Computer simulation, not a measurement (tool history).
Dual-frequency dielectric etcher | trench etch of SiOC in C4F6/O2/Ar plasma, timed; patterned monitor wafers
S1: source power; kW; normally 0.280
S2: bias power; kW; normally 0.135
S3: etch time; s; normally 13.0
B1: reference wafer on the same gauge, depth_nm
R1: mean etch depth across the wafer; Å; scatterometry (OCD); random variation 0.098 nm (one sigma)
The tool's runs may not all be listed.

| run | day | S1 | S2 | S3 | B1 | R1 |
|---|---|---|---|---|---|---|
| 1 | 0.000 | 0.310 | 0.160 | 13.0 | 23.39 | 229.0 |
|  | 3.133 | bias power generator calibrated |
| 2 | 3.238 | 0.310 | 0.160 | 13.0 | 23.40 | 229.4 |
| 3 | 6.275 | 0.280 | 0.135 | 13.0 | 23.41 | 214.1 |
| 4 | 10.762 | 0.280 | 0.135 | 13.0 | 23.46 | 215.5 |
| 5 | 13.175 | 0.280 | 0.135 | 13.0 | 23.40 | 216.0 |
|  | 14.612 | wet clean of the chamber |
| 6 | 16.792 | 0.350 | 0.163 | 9.0 | 23.45 | 166.5 |
| 7 | 20.138 | 0.220 | 0.163 | 15.0 | 23.37 | 242.7 |
| 8 | 22.717 | 0.300 | 0.135 | 13.0 | 23.39 | 218.5 |
| 9 | 26.408 | 0.260 | 0.110 | 9.5 | 23.40 | 146.6 |
| 10 | 29.775 | 0.350 | 0.112 | 13.0 | 23.40 | 220.0 |
| 11 | 31.683 | 0.220 | 0.155 | 16.5 | 23.44 | 267.4 |
| 12 | 39.588 | 0.220 | 0.151 | 10.0 | 23.44 | 160.9 |
|  | 42.188 | wet clean of the chamber |
| 13 | 43.521 | 0.280 | 0.135 | 13.0 | 23.39 | 211.6 |
|  | 44.600 | gauge calibrated |
|  | 48.604 | source power generator calibrated |
| 14 | 48.625 | 0.280 | 0.148 | 13.0 | 23.37 | 216.6 |
| 15 | 51.054 | 0.280 | 0.135 | 16.0 | 23.40 | 264.7 |
|  | 53.158 | upper electrode replaced |
| 16 | 55.412 | 0.330 | 0.135 | 13.0 | 23.38 | 227.9 |
| 17 | 59.621 | 0.320 | 0.167 | 13.0 | 23.35 | 239.7 |
| 18 | 62.517 | 0.340 | 0.135 | 13.0 | 23.42 | 228.4 |
| 19 | 66.100 | 0.250 | 0.135 | 13.0 | 23.41 | 211.1 |
| 20 | 68.129 | 0.280 | 0.144 | 13.0 | 23.38 | 223.1 |
|  | 71.829 | wet clean of the chamber |
| 21 | 71.850 | 0.220 | 0.103 | 11.5 | 23.39 | 162.2 |
| 22 | 84.200 | 0.280 | 0.135 | 13.0 | 23.45 | 213.7 |
| 23 | 86.117 | 0.280 | 0.135 | 13.0 | 23.37 | 214.0 |
| 24 | 88.621 | 0.210 | 0.145 | 10.5 | 23.35 | 163.5 |
| 25 | 101.967 | 0.260 | 0.135 | 13.0 | 23.37 | 215.2 |
|  | 105.825 | wet clean of the chamber |
| 26 | 105.846 | 0.280 | 0.117 | 13.0 | 23.43 | 204.2 |
| 27 | 108.175 | 0.350 | 0.163 | 9.0 | 23.40 | 165.1 |
| 28 | 112.308 | 0.350 | 0.155 | 13.0 | 23.39 | 236.6 |
| 29 | 114.050 | 0.280 | 0.135 | 13.0 | 23.39 | 213.2 |

Consider 5 possible next runs. They are alternatives, not a sequence: every one starts from the tool as it was left by run 29. What does each give?
| A | 114.067 | 0.280 | 0.135 | 13.0 | ? | ? |
| B | 114.067 | 0.280 | 0.159 | 15.0 | ? | ? |
| C | 114.067 | 0.310 | 0.135 | 15.5 | ? | ? |
| D | 114.067 | 0.220 | 0.135 | 13.0 | ? | ? |
| E | 114.067 | 0.280 | 0.126 | 15.0 | ? | ? |

| run | B1 | R1 |
|---|---|---|
| A | 23.42 | 213.4 |
| B | 23.42 | 257.8 |
| C | 23.42 | 262.1 |
| D | 23.42 | 199.6 |
| E | 23.42 | 241.7 |
With the hidden condition removed and each run's random variation left untouched, the same runs would have given:
| run | R1 |
|---|---|
| A | 210.6 |
| B | 254.4 |
| C | 258.6 |
| D | 197.0 |
| E | 238.5 |
